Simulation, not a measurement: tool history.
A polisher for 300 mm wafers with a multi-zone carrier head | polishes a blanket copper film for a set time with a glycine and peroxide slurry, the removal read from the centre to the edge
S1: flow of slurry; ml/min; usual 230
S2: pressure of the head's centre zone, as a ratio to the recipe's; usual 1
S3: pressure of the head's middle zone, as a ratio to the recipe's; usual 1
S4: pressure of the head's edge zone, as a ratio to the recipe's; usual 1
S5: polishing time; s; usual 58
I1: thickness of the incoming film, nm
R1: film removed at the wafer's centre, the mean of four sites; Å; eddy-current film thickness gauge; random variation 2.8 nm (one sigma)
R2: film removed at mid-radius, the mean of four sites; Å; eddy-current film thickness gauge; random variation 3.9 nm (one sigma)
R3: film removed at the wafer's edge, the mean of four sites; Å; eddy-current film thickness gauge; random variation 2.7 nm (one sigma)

run 1 hour=0 | S1=230 S2=1 S3=1 S4=1 S5=58 | I1=934.2 | R1=3086 R2=3152 R3=3154
-- hour=1.7 worn pad replaced by a new one
run 2 hour=32 | S1=230 S2=1 S3=1 S4=1 S5=58 | I1=929.6 | R1=3091 R2=3111 R3=3169
run 3 hour=66.1 | S1=230 S2=1 S3=1 S4=1 S5=58 | I1=938.6 | R1=3072 R2=3107 R3=3123
-- hour=94 worn pad replaced by a new one
run 4 hour=97.9 | S1=230 S2=1 S3=1.04 S4=1 S5=58 | I1=937.2 | R1=3088 R2=3238 R3=3100
run 5 hour=130.7 | S1=230 S2=1 S3=1 S4=1 S5=58 | I1=916.3 | R1=3149 R2=3073 R3=3110
run 6 hour=165.5 | S1=255 S2=1 S3=1 S4=1 S5=58 | I1=938.8 | R1=3150 R2=3169 R3=3202
-- hour=187.9 centre zone pressure recalibrated
run 7 hour=188.3 | S1=255 S2=1 S3=1 S4=1 S5=58 | I1=928.7 | R1=3169 R2=3180 R3=3154
-- hour=204.2 worn pad replaced by a new one
run 8 hour=209.2 | S1=230 S2=1 S3=1 S4=1 S5=58 | I1=935.5 | R1=3149 R2=3107 R3=3158
run 9 hour=226.2 | S1=230 S2=1 S3=1 S4=1 S5=58 | I1=938 | R1=3111 R2=3073 R3=3088
run 10 hour=259.6 | S1=230 S2=1 S3=1 S4=1 S5=58 | I1=937.8 | R1=3110 R2=3138 R3=3118
run 11 hour=284.1 | S1=150 S2=0.96 S3=1 S4=1 S5=58 | I1=928.7 | R1=2715 R2=2912 R3=2915
run 12 hour=311.8 | S1=230 S2=1 S3=1 S4=1 S5=58 | I1=925.6 | R1=3088 R2=3038 R3=3099
-- hour=315.1 edge zone pressure recalibrated
-- hour=319.3 worn pad replaced by a new one
run 13 hour=326.9 | S1=230 S2=1 S3=1 S4=1 S5=58 | I1=921.9 | R1=3110 R2=3031 R3=3135
-- hour=361.3 carrier head's membrane replaced by a new one
run 14 hour=361.8 | S1=230 S2=1 S3=1 S4=1.11 S5=58 | I1=927.3 | R1=3075 R2=3151 R3=3281
-- hour=376 slurry nozzle cleaned
run 15 hour=377.3 | S1=230 S2=0.94 S3=1.09 S4=1 S5=45 | I1=929.1 | R1=2277 R2=2583 R3=2379
run 16 hour=391.2 | S1=230 S2=1 S3=0.93 S4=1.08 S5=58 | I1=942.2 | R1=3123 R2=2921 R3=3269
run 17 hour=420.8 | S1=230 S2=0.89 S3=1 S4=1 S5=58 | I1=931.2 | R1=2778 R2=3073 R3=3116
-- hour=434.6 worn pad replaced by a new one
run 18 hour=450.1 | S1=230 S2=0.89 S3=1.07 S4=0.95 S5=70 | I1=933.1 | R1=3342 R2=3881 R3=3663
run 19 hour=472.5 | S1=230 S2=1 S3=1 S4=1 S5=58 | I1=936 | R1=3139 R2=3072 R3=3168

Forecast each of these 4 alternatives for the next run:
run A hour=472.9 | S1=230 S2=1 S3=1 S4=1 S5=58 | I1=929 | R1=? R2=? R3=?
run B hour=472.9 | S1=230 S2=1 S3=1 S4=1.08 S5=42 | I1=929 | R1=? R2=? R3=?
run C hour=472.9 | S1=230 S2=1 S3=1 S4=0.97 S5=44 | I1=929 | R1=? R2=? R3=?
run D hour=472.9 | S1=230 S2=1 S3=1 S4=1 S5=45 | I1=929 | R1=? R2=? R3=?

run=A R1=3170 R2=3092 R3=3091
run=B R1=2296 R2=2239 R3=2322
run=C R1=2405 R2=2346 R3=2312
run=D R1=2460 R2=2399 R3=2398
Without the tool's hidden state the same runs would have given:
run=A R1=3170 R2=3092 R3=3091
run=B R1=2296 R2=2239 R3=2322
run=C R1=2405 R2=2346 R3=2312
run=D R1=2460 R2=2399 R3=2398
